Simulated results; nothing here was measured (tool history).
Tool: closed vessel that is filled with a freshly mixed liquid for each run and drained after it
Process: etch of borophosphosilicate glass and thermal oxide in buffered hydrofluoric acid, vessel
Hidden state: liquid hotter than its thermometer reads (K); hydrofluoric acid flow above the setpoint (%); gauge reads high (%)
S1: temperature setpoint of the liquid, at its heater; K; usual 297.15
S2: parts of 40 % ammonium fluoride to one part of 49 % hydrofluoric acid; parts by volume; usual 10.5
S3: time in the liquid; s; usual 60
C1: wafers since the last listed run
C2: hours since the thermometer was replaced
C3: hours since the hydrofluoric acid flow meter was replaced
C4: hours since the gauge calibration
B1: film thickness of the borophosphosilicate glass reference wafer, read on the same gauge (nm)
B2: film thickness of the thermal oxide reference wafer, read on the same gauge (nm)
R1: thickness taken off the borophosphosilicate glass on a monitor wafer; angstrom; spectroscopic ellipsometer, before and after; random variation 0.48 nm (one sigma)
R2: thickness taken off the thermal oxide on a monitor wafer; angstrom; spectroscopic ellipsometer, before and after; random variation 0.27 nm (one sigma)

Run 1, day 0: usual settings; C1 0; C2 832.5; C3 297.2; C4 378.8; B1 50.03; B2 119.98. Result: R1 1236.2 angstrom, R2 696 angstrom.
Run 2, day 3.654: usual settings; C1 8560; C2 920.2; C3 384.9; C4 466.5; B1 49.99; B2 120.03. Result: R1 1243.5 angstrom, R2 702.6 angstrom.
Run 3, day 5.354: usual settings but S2 7.5 parts by volume; C1 3982; C2 961; C3 425.7; C4 507.3; B1 50.03; B2 120.01. Result: R1 1696.1 angstrom, R2 966.1 angstrom.
Run 4, day 8.358: usual settings but S2 7.5 parts by volume; C1 7038; C2 1033.1; C3 497.8; C4 579.4; B1 50.02; B2 119.99. Result: R1 1700.5 angstrom, R2 968.2 angstrom.
Run 5, day 9.912: usual settings but S1 293.65 K; C1 3641; C2 1070.4; C3 535.1; C4 616.7; B1 49.98; B2 120.01. Result: R1 1026.7 angstrom, R2 585 angstrom.
Run 6, day 12.779: usual settings but S1 293.65 K; C1 6715; C2 1139.2; C3 603.9; C4 685.5; B1 49.99; B2 119.96. Result: R1 1031 angstrom, R2 586.7 angstrom.
At day 14.567: hydrofluoric acid flow meter replaced.
Run 7, day 16.121: usual settings but S1 293.65 K; C1 7731; C2 1219.4; C3 37.3; C4 765.7; B1 50.04; B2 119.98. Result: R1 1043.8 angstrom, R2 587 angstrom.
Run 8, day 18.783: usual settings; C1 6237; C2 1283.3; C3 101.2; C4 829.6; B1 49.96; B2 119.97. Result: R1 1268 angstrom, R2 712.7 angstrom.

The next listed run, before its measurement:
Run 9, day 20.996: usual settings but S1 300.15 K, S3 50 s; C1 5183; C2 1336.4; C3 154.3; C4 882.7; B1 ?; B2 ?. Result: R1 ?, R2 ?.

B1: 50
B2: 120.01
R1: 1237.7 angstrom
R2: 698.5 angstrom
Without the tool's hidden state the same run would have given R1 1163 angstrom, R2 656 angstrom.
